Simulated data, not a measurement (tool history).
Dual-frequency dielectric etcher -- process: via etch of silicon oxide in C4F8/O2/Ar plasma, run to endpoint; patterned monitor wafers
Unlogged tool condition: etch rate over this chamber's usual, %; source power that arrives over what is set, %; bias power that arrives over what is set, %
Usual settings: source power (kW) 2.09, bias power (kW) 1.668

run	hour	source power (kW)	bias power (kW)	wafers since the last listed run	hours since the last wet clean	hours since the last source power generator calibration	hours since the last bias power generator calibration	hours since the last upper electrode change	incoming incoming film thickness, nm	endpoint time (s)
1	0	2.09	1.668	0	24.7	2421.8	2232.9	960.1	2241.2	431.9
2	46.3	2.09	1.668	275	71	2468.1	2279.2	1006.4	2243.9	435.5
3	122.8	2.09	1.668	455	147.5	2544.6	2355.7	1082.9	2238.6	434.4
4	170.1	2.09	1.668	281	194.8	2591.9	2403	1130.2	2239	436.2
5	201.6	2.09	1.981	187	226.3	2623.4	2434.5	1161.7	2251	419.1
6	268.2	2.09	1.981	396	292.9	2690	2501.1	1228.3	2262	421.3
7	329.6	2.09	1.495	365	354.3	2751.4	2562.5	1289.7	2236.5	452.5
8	376.9	2.09	1.495	281	401.6	2798.7	2609.8	1337	2242.8	457.1
# hour 411.8: wet clean of the chamber
9	562	2.09	1.668	958	150.2	2983.8	2794.9	1522.1	2257.9	443.9
# hour 623.1: source power generator calibrated
10	629.4	2.09	1.668	377	217.6	6.3	2862.3	1589.5	2234.6	436
11	698.4	2.09	1.668	410	286.6	75.3	2931.3	1658.5	2259.1	445.9
12	765	2.09	1.668	396	353.2	141.9	2997.9	1725.1	2255.4	446.7
13	825.4	2.09	1.668	359	413.6	202.3	3058.3	1785.5	2240.8	443.1
# hour 868.2: wet clean of the chamber
# hour 871.7: upper electrode replaced
14	872.2	2.09	1.668	114	4	249.1	3105.1	0.5	2239.1	434.9
# hour 877.1: bias power generator calibrated
15	905.5	2.09	1.668	174	37.3	282.4	28.4	33.8	2238	436.4
16	932.1	1.92	1.942	158	63.9	309	55	60.4	2248.3	427.6
17	970.5	2.09	1.668	228	102.3	347.4	93.4	98.8	2243	437.9
18	997.1	2.09	1.514	158	128.9	374	120	125.4	2251.2	452.9
19	1031.9	2.09	1.668	207	163.7	408.8	154.8	160.2	2279.3	446.4
20	1080.1	2.09	1.668	286	211.9	457	203	208.4	2241.1	442.1
21	1112.9	2.09	1.668	195	244.7	489.8	235.8	241.2	2252.1	442.6
22	1242.7	2.09	1.668	772	374.5	619.6	365.6	371	2243.8	444.7
# hour 1302.9: wet clean of the chamber
23	1303.4	2.5	1.371	218	0.5	680.3	426.3	431.7	2265.3	438.1
24	1358.5	2.09	1.668	327	55.6	735.4	481.4	486.8	2251.1	438.2
25	1383.9	2.49	1.478	151	81	760.8	506.8	512.2	2252.3	432
26	1444.1	2.4	1.283	358	141.2	821	567	572.4	2249.9	455.8
27	1485.1	1.8	1.668	243	182.2	862	608	613.4	2240.4	456.2
28	1555.4	1.77	1.285	418	252.5	932.3	678.3	683.7	2231.8	492.4
29	1587.9	1.74	1.972	193	285	964.8	710.8	716.2	2245.6	440.5
# hour 1739.1: wet clean of the chamber
30	1742.4	1.77	1.958	776	3.3	1119.3	865.3	870.7	2242.5	436.5
31	1808.2	2.33	1.909	391	69.1	1185.1	931.1	936.5	2288.4	416

Predict each of these 4 candidate next runs independently; none follows another, all start after run 31:
A	1808.7	2.09	1.668	2	69.6	1185.6	931.6	937	2267	?
B	1808.7	2.23	1.668	2	69.6	1185.6	931.6	937	2267	?
C	1808.7	2.53	1.668	2	69.6	1185.6	931.6	937	2267	?
D	1808.7	1.7	1.46	2	69.6	1185.6	931.6	937	2267	?

run	endpoint time (s)
A	444.3
B	436.7
C	421.8
D	486.2
Had the tool no hidden state, the same runs would have come out as:
run	endpoint time (s)
A	441.8
B	434.2
C	419.4
D	483.5
